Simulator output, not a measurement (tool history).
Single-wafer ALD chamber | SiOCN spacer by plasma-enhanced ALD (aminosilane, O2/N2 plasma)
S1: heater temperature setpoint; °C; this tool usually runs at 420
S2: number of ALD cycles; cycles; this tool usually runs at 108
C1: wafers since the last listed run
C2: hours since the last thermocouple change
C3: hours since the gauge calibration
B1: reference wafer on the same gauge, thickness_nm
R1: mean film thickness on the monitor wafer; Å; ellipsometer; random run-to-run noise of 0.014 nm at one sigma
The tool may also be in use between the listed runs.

run     day   S1   S2   C1      C2     C3     B1     R1
  1       0  414  108    0    2055  138.6  6.551  56.95
      0.642  -- gauge calibrated
  2   0.696  414  108   54  2071.7    1.3  6.549  57.37
  3   1.392  420  117   54  2088.4     18  6.553  60.31
  4   1.896  420  117   39  2100.5   30.1  6.547  60.48
  5   2.171  420  117   21  2107.1   36.7  6.553  60.35
  6   2.458  420   98   22    2114   43.6  6.557   50.6
  7   2.762  420   98   24  2121.3   50.9   6.55  50.53
  8   3.183  420  108   33  2131.4     61  6.551  55.66
  9   3.554  420  108   29  2140.3   69.9  6.551     56
      3.912  -- thermocouple changed; heater temperature recalibrated
 10   3.946  420  108    4     0.8   79.3   6.55  55.82
 11   4.425  416  108   37    12.3   90.8  6.548   56.8
 12    4.95  412  102   41    24.9  103.4  6.547  54.46
 13   5.508  426   94   44    38.3  116.8  6.546  47.54
 14   5.979  420  127   37    49.6  128.1  6.546  65.66
 15   6.517  420   87   42    62.5    141  6.557  45.03
 16   6.788  407   96   21      69  147.5  6.549  52.15
      6.979  -- gauge calibrated
 17   7.358  412   93   45    82.7    9.1   6.55  49.36
 18   7.888  426  121   41    95.4   21.8  6.552  61.28
 19   8.188  426  121   23   102.6     29  6.554  60.86
 20   9.712  414  108  120   139.2   65.6   6.55  57.12
 21  10.438  426  121   57   156.6     83  6.555  61.17
 22  10.996  432  108   44     170   96.4  6.548  53.33
 23  11.454  427  108   36     181  107.4   6.55  54.21

Branching from run 23: 4 alternative next runs. What would each branch give?
  A  11.479  428  108   1  181.6  108   ?   ?
  B  11.479  406  108   1  181.6  108   ?   ?
  C  11.479  415  108   1  181.6  108   ?   ?
  D  11.479  429  102   1  181.6  108   ?   ?

run     B1     R1
  A  6.553  54.02
  B  6.553  58.47
  C  6.553  56.65
  D  6.553  50.82
With no hidden state in the tool, these same runs would have given:
run     R1
  A  54.02
  B  58.47
  C  56.65
  D  50.82
